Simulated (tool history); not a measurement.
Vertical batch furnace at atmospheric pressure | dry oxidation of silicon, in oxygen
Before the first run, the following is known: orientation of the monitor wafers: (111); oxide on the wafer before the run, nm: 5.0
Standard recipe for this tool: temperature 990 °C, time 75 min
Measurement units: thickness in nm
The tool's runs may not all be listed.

run    hour  temperature   time  wafers since the last listed run  hours since the last temperature calibration  hours since the boat lift was adjusted  hours since the gauge calibration  read-back reference wafer on the same gauge, thickness  thickness
  1       0          990     75                                 0                                        1712.4                                    1307                                369                                                    63.7      76.09
  2   106.2          990     75                              1042                                        1818.6                                  1413.2                              475.2                                                   63.69      75.65
  3   201.9          990     75                               939                                        1914.3                                  1508.9                              570.9                                                   63.72       75.5
  4   238.8          990     75                               362                                        1951.2                                  1545.8                              607.8                                                   63.73      75.33
  5   288.8          990     75                               490                                        2001.2                                  1595.8                              657.8                                                   63.74      75.34
      507.2  -- thermocouples replaced and temperature profile calibrated
  6   527.6          990     75                              2108                                          20.4                                  1834.6                              896.6                                                   63.67      71.79
  7   601.7          990     75                               727                                          94.5                                  1908.7                              970.7                                                   63.74       71.8
  8   640.7          990     75                               382                                         133.5                                  1947.7                             1009.7                                                   63.67      72.19
      691.9  -- gauge calibrated
  9   708.7         1015   87.5                               667                                         201.5                                  2015.7                               16.8                                                    63.7      95.25
      771.8  -- boat lift adjusted
 10   813.6          981     95                               794                                         306.4                                    41.8                              121.7                                                   63.68      81.27
 11   911.3          967     60                               959                                         404.1                                   139.5                              219.4                                                   63.73      54.37
 12     970         1010   98.5                               576                                         462.8                                   198.2                              278.1                                                   63.69     101.64
 13  1059.5          981  101.5                               878                                         552.3                                   287.7                              367.6                                                   63.64      84.99
 14  1152.4         1002    104                               911                                         645.2                                   380.6                              460.5                                                   63.73     100.69

What would each run have given without the hidden state, its run-to-run variation left as it was?
What the log doesn't record here: true tube temperature minus thermocouple reading, K; monitor wafer colder than the profiled boat position, K; gauge reads high (%).
run  thickness
  1      73.89
  2      73.58
  3      73.55
  4      73.43
  5      73.51
  6      73.23
  7      73.14
  8       73.5
  9      96.88
 10      80.26
 11      53.47
 12      99.95
 13      83.41
 14      98.65

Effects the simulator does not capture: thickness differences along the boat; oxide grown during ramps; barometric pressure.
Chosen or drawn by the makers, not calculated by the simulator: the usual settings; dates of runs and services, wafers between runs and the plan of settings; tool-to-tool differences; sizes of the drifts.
